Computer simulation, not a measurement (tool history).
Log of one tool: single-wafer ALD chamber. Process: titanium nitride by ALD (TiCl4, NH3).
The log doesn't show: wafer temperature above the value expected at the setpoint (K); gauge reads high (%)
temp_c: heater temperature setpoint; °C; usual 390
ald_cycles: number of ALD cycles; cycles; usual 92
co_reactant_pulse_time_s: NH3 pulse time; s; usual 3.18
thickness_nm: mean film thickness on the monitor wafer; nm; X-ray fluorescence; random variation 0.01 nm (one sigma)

run	hour	temp_c	ald_cycles	co_reactant_pulse_time_s	wafers since the last listed run	hours since the last thermocouple change	hours since the showerhead was replaced	hours since the gauge calibration	read-back reference wafer on the same gauge, thickness_nm	thickness_nm
1	0	390	92	3.18	0	1712.3	5056.6	519.7	2.453	2.271
2	40.4	390	92	3.18	60	1752.7	5097	560.1	2.453	2.285
# hour 45: gauge calibrated
3	110.5	390	92	2.79	105	1822.8	5167.1	65.5	2.419	2.229
4	135.1	390	92	2.79	37	1847.4	5191.7	90.1	2.422	2.241
5	203.5	390	92	2.79	102	1915.8	5260.1	158.5	2.432	2.246
6	230.6	396	92	3.18	40	1942.9	5287.2	185.6	2.433	2.277
7	265.5	390	92	3.18	52	1977.8	5322.1	220.5	2.442	2.281
8	313.8	396	92	3.18	72	2026.1	5370.4	268.8	2.442	2.272
# hour 396.7: thermocouple changed; heater temperature recalibrated
9	404.5	402	92	3.18	124	7.8	5461.1	359.5	2.45	2.305
10	438.6	394	101	3.18	51	41.9	5495.2	393.6	2.449	2.526
11	495.5	383	92	2.04	85	98.8	5552.1	450.5	2.449	2.192
# hour 498.4: gauge calibrated
# hour 506.6: showerhead replaced
12	561.9	390	99	3.18	87	165.2	55.3	63.5	2.411	2.418
13	622.6	390	92	2.59	91	225.9	116	124.2	2.423	2.232
14	669.2	390	92	3.18	70	272.5	162.6	170.8	2.428	2.25

Forecast each of these 4 alternatives for the next run:
A	669.8	395	92	3.18	0	273.1	163.2	171.4	?	?
B	669.8	383	99	3.18	0	273.1	163.2	171.4	?	?
C	669.8	404	82	4.16	0	273.1	163.2	171.4	?	?
D	669.8	397	86	2.12	0	273.1	163.2	171.4	?	?

run	read-back reference wafer on the same gauge, thickness_nm	thickness_nm
A	2.423	2.26
B	2.423	2.413
C	2.423	2.038
D	2.423	2.071
Without the tool's hidden state the same runs would have given:
run	thickness_nm
A	2.234
B	2.386
C	2.015
D	2.048
